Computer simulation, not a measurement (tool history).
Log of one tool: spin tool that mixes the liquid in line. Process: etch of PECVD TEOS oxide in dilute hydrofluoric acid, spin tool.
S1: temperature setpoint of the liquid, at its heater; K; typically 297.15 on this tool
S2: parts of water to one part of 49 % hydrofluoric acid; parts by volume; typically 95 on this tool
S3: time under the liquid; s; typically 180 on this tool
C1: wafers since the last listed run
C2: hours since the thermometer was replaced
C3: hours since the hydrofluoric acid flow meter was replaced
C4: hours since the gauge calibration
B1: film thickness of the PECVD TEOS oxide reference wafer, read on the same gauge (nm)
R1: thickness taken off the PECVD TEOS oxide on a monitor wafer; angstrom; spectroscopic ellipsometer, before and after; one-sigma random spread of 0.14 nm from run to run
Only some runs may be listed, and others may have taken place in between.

run    hour      S1   S2   S3    C1      C2      C3      C4     B1     R1
  1     0.0  297.15   95  180     0   728.4  1272.2  1581.5  60.01  206.0
  2    38.1  297.15   95  180   307   766.5  1310.3  1619.6  60.02  205.6
  3    77.4  297.15   95  100   317   805.8  1349.6  1658.9  59.98  115.8
  4   120.7  297.15   95  100   349   849.1  1392.9  1702.2  60.01  114.9
  5   150.1  297.15  130  180   237   878.5  1422.3  1731.6  60.02  141.5
  6   213.3  297.15   95  180   509   941.7  1485.5  1794.8  59.98  203.5
  7   259.9  297.15   95  180   375   988.3  1532.1  1841.4  60.00  207.0
  8   294.1  300.65   95  180   275  1022.5  1566.3  1875.6  60.00  238.3
  9   358.9  297.15   95  210   522  1087.3  1631.1  1940.4  60.01  240.6
 10   408.4  297.15   95  210   399  1136.8  1680.6  1989.9  60.02  242.5
 11   445.3  297.15   95  210   297  1173.7  1717.5  2026.8  60.00  241.4
 12   472.9  297.15   95  180   222  1201.3  1745.1  2054.4  59.98  206.3
      479.3  -- hydrofluoric acid flow meter replaced
 13   532.0  297.15   95  180   468  1260.4    52.7  2113.5  59.99  207.3
 14   578.5  297.15   95  180   375  1306.9    99.2  2160.0  60.00  209.1
 15   703.4  297.15   95  180  1007  1431.8   224.1  2284.9  59.95  208.0
      735.2  -- gauge calibrated
 16   756.8  299.15   95  115   430  1485.2   277.5    21.6  60.02  142.8
 17   810.6  299.65  125  180   433  1539.0   331.3    75.4  60.00  168.6
 18   866.2  300.15   55  140   448  1594.6   386.9   131.0  60.00  334.7
 19   937.5  297.15  130  235   575  1665.9   458.2   202.3  59.99  189.5
 20   973.4  297.15   95  180   289  1701.8   494.1   238.2  59.97  210.6
     1012.3  -- thermometer replaced
 21  1039.8  297.15   95  180   527    27.5   560.5   304.6  60.00  216.9
 22  1079.3  297.15  140  180   318    67.0   600.0   344.1  59.99  136.8
 23  1148.9  297.15   95  180   561   136.6   669.6   413.7  59.98  217.3
 24  1190.3  300.65   60  180   333   178.0   711.0   455.1  60.02  415.1
 25  1214.6  298.65   55  225   196   202.3   735.3   479.4  60.00  528.6
 26  1247.2  297.15   95  180   262   234.9   767.9   512.0  60.04  217.2
 27  1278.1  297.15   95  180   249   265.8   798.8   542.9  59.99  215.0
 28  1344.8  297.15   60  180   538   332.5   865.5   609.6  60.02  360.2
 29  1380.3  292.65   95  180   286   368.0   901.0   645.1  59.99  180.3
 30  1421.5  297.15   95  180   332   409.2   942.2   686.3  60.00  218.8
     1453.4  -- thermometer replaced, repeated, since the last time left the tool worse
 31  1588.9  297.15   95  180  1342   135.5  1109.6   853.7  60.01  200.1
 32  1791.8  301.15   95  180  1636   338.4  1312.5  1056.6  59.98  236.5
 33  1851.1  297.15  135  180   478   397.7  1371.8  1115.9  59.97  137.1
 34  1896.4  295.65   55  285   365   443.0  1417.1  1161.2  59.96  552.9

What if the next run were any one of these 3? Each begins from the tool's condition after run 34:
  A  1896.9  297.15   95  180   4  443.5  1417.6  1161.7   ?   ?
  B  1896.9  297.15   70  275   4  443.5  1417.6  1161.7   ?   ?
  C  1896.9  301.15  135  225   4  443.5  1417.6  1161.7   ?   ?

run     B1     R1
  A  59.96  204.3
  B  59.96  437.3
  C  59.96  199.1
Without the tool's hidden state the same runs would have given:
run     R1
  A  202.0
  B  432.2
  C  197.0
